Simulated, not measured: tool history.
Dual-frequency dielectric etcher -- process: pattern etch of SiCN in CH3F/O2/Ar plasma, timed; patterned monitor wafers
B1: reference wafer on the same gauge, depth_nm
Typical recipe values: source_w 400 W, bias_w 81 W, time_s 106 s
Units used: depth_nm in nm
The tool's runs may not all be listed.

Run 1, day 0: usual settings; B1 39.29. Result: depth_nm 37.13 nm.
Run 2, day 2.388: usual settings; B1 39.12. Result: depth_nm 37.27 nm.
Run 3, day 3.862: usual settings; B1 39.24. Result: depth_nm 37.11 nm.
Run 4, day 5.125: usual settings but source_w 420 W; B1 39. Result: depth_nm 37.62 nm.
Run 5, day 7.679: usual settings; B1 38.97. Result: depth_nm 36.83 nm.
Run 6, day 9.108: usual settings; B1 38.82. Result: depth_nm 37.13 nm.
At day 9.396: source power generator calibrated.
Run 7, day 10.625: usual settings; B1 38.8. Result: depth_nm 36.82 nm.
At day 12.625: wet clean of the chamber.
Run 8, day 12.646: usual settings; B1 38.78. Result: depth_nm 36.61 nm.
Run 9, day 13.692: usual settings; B1 38.71. Result: depth_nm 36.08 nm.
At day 14.125: gauge calibrated.
Run 10, day 15.962: usual settings but bias_w 92 W; B1 41.6. Result: depth_nm 41.01 nm.
Run 11, day 18.588: usual settings but bias_w 92 W; B1 41.65. Result: depth_nm 41.63 nm.
At day 20.471: upper electrode replaced.
Run 12, day 21.112: usual settings but bias_w 92 W; B1 41.56. Result: depth_nm 41.67 nm.
Run 13, day 22.158: usual settings but source_w 480 W, bias_w 75 W, time_s 94.5 s; B1 41.39. Result: depth_nm 36.68 nm.
Run 14, day 25.038: usual settings but source_w 450 W, bias_w 69 W, time_s 132.5 s; B1 41.36. Result: depth_nm 48.71 nm.
Run 15, day 26.633: usual settings but source_w 500 W, time_s 95.5 s; B1 41.42. Result: depth_nm 39.14 nm.
Run 16, day 29.196: usual settings but source_w 470 W, bias_w 68 W; B1 41.15. Result: depth_nm 39.02 nm.
At day 30.05: bias power generator calibrated.
Run 17, day 31.958: usual settings but bias_w 95 W, time_s 116 s; B1 41.07. Result: depth_nm 45.46 nm.
Run 18, day 33.038: usual settings; B1 41.06. Result: depth_nm 39.07 nm.
Run 19, day 34.275: usual settings but bias_w 99 W, time_s 132 s; B1 41.02. Result: depth_nm 52.5 nm.
Run 20, day 35.562: usual settings but source_w 470 W, time_s 124.5 s; B1 40.94. Result: depth_nm 48.92 nm.
At day 37.233: wet clean of the chamber.
Run 21, day 37.254: usual settings but bias_w 64 W, time_s 120 s; B1 40.86. Result: depth_nm 39.23 nm.
Run 22, day 39.871: usual settings but bias_w 71 W, time_s 136 s; B1 40.68. Result: depth_nm 46.26 nm.
Run 23, day 42.067: usual settings but bias_w 87 W, time_s 115.5 s; B1 40.59. Result: depth_nm 43.14 nm.
Run 24, day 44.583: usual settings; B1 40.56. Result: depth_nm 38.5 nm.
Run 25, day 46.433: usual settings but source_w 430 W, bias_w 98 W, time_s 115 s; B1 40.47. Result: depth_nm 46.56 nm.
Run 26, day 49.3: usual settings but source_w 480 W, bias_w 96 W, time_s 96.5 s; B1 40.36. Result: depth_nm 40.88 nm.
Run 27, day 50.808: usual settings but time_s 125.5 s; B1 40.3. Result: depth_nm 44.99 nm.
Run 28, day 51.95: usual settings; B1 40.12. Result: depth_nm 38.15 nm.
Run 29, day 53.529: usual settings but source_w 440 W, time_s 92 s; B1 40.15. Result: depth_nm 34.6 nm.

Branching from run 29: 5 alternative next runs. What would each branch give?
Run A, day 53.546: usual settings but bias_w 69 W; B1 ?. Result: depth_nm ?.
Run B, day 53.546: usual settings but bias_w 99 W; B1 ?. Result: depth_nm ?.
Run C, day 53.546: usual settings but source_w 310 W, time_s 128.5 s; B1 ?. Result: depth_nm ?.
Run D, day 53.546: usual settings but source_w 450 W; B1 ?. Result: depth_nm ?.
Run E, day 53.546: usual settings but time_s 121.5 s; B1 ?. Result: depth_nm ?.

run     B1  depth_nm
  A  40.21     35.35
  B  40.21     41.11
  C  40.21     40.28
  D  40.21     39.97
  E  40.21     43.31
The same runs, with their run-to-run variation unchanged, on a tool lacking any hidden condition would have given:
run  depth_nm
  A     36.85
  B     42.85
  C     41.99
  D     41.66
  E     45.14

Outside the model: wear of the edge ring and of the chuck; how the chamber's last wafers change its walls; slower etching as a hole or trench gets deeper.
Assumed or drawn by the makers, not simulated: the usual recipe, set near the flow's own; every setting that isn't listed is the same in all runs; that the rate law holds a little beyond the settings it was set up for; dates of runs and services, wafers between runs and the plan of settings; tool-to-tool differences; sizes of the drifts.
